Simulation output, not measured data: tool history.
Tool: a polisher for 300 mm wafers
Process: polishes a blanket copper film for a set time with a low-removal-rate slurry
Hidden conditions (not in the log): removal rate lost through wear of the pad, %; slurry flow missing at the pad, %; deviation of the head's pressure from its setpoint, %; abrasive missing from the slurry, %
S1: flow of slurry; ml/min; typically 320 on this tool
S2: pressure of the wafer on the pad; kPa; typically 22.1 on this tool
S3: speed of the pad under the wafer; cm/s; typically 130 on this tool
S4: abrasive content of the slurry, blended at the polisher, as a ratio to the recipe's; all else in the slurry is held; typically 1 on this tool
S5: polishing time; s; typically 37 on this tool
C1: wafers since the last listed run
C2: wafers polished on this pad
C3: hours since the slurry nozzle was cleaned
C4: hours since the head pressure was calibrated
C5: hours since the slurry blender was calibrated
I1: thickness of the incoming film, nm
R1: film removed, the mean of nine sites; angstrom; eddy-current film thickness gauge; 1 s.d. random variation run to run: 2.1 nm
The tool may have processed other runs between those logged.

run     day   S1    S2   S3    S4  S5    C1    C2     C3     C4     C5     I1    R1
  1       0  320  22.1  130     1  37     0   234  274.7  135.4  141.1  841.8  1717
  2   2.904  320  22.1  130     1  37  1066  1300  344.4  205.1  210.8  840.1  1747
      3.388  -- slurry blender recalibrated
  3   5.575  320  22.1  130     1  37   949  2250  408.5  269.2   52.5    834  1764
  4   7.454  320  22.1  130     1  37   689  2940  453.6  314.3   97.6  835.2  1775
  5   9.783  320  22.1  130     1  37   855  3795  509.5  370.2  153.5    826  1785
     10.329  -- worn pad replaced by a new one
     12.908  -- slurry blender recalibrated
  6  15.267  320  22.1  130   0.8  37  1921  1782  641.1  501.8   56.6  825.8  1730
  7  16.933  320  22.1  130   0.8  37   611  2394  681.1  541.8   96.6  825.5  1747
  8  17.954  320  22.1  130     1  37   374  2768  705.6  566.3  121.1  843.2  1828
  9  19.917  320  22.1  130  1.15  37   720  3489  752.7  613.4  168.2  829.6  1833
     20.292  -- slurry nozzle cleaned
     20.625  -- worn pad replaced by a new one
 10   22.25  320  22.1  130  1.15  37   780   597     47  669.4  224.2  836.3  1862
     23.225  -- head pressure recalibrated
 11  24.212  320  22.1  130     1  37   689  1286   94.1   23.7  271.3  827.3  1897
       24.7  -- slurry blender recalibrated
 12  27.062  215  17.2  170     1  33  1015  2302  162.5   92.1   56.7  844.9  1691
     29.538  -- head pressure recalibrated, repeated, since the last time left the tool worse
     31.675  -- worn pad replaced by a new one
     35.438  -- slurry blender recalibrated
 13  35.717  375  22.1  130     1  37  3054  1453  370.2  148.3    6.7  846.4  1739
 14  36.962  320  17.9  130     1  33   457  1910  400.1  178.2   36.6  834.1  1295
 15  39.075  320  22.1  130     1  37   775  2686  450.8  228.9   87.3  847.3  1743
 16  40.704  320  22.1  130     1  37   598  3284  489.9    268  126.4  829.5  1734
 17  41.971  320  17.2  130     1  50   465  3749  520.3  298.4  156.8  825.9  1944
     42.679  -- worn pad replaced by a new one
 18  44.642  350  22.1  130  0.75  37   919   720  584.4  362.5  220.9  844.5  1675
     45.258  -- slurry blender recalibrated
 19  46.133  320  26.9  130     1  37   517  1237  620.2  398.3     21  833.3  2121
 20  49.054  320    20  130  1.15  33  1072  2309  690.3  468.4   91.1  836.2  1481
 21  51.283  320  22.1  130     1  37   818  3128  743.8  521.9  144.6  828.3  1733

4 ways to go on from here, each from the tool as it stands after run 21. What would each give?
  A  51.3  320  22.1  130     1  37   6  3134  744.2  522.3  145  828   ?
  B  51.3  375  27.6  150  1.25  37   6  3134  744.2  522.3  145  828   ?
  C  51.3  320  18.6  106   0.7  44   6  3134  744.2  522.3  145  828   ?
  D  51.3  320  22.1  154   1.1  37   6  3134  744.2  522.3  145  828   ?

run    R1
  A  1739
  B  2497
  C  1445
  D  2027
Take away the tool's hidden state, keep each run's random variation, and the runs would have read:
run    R1
  A  1670
  B  2399
  C  1389
  D  1948
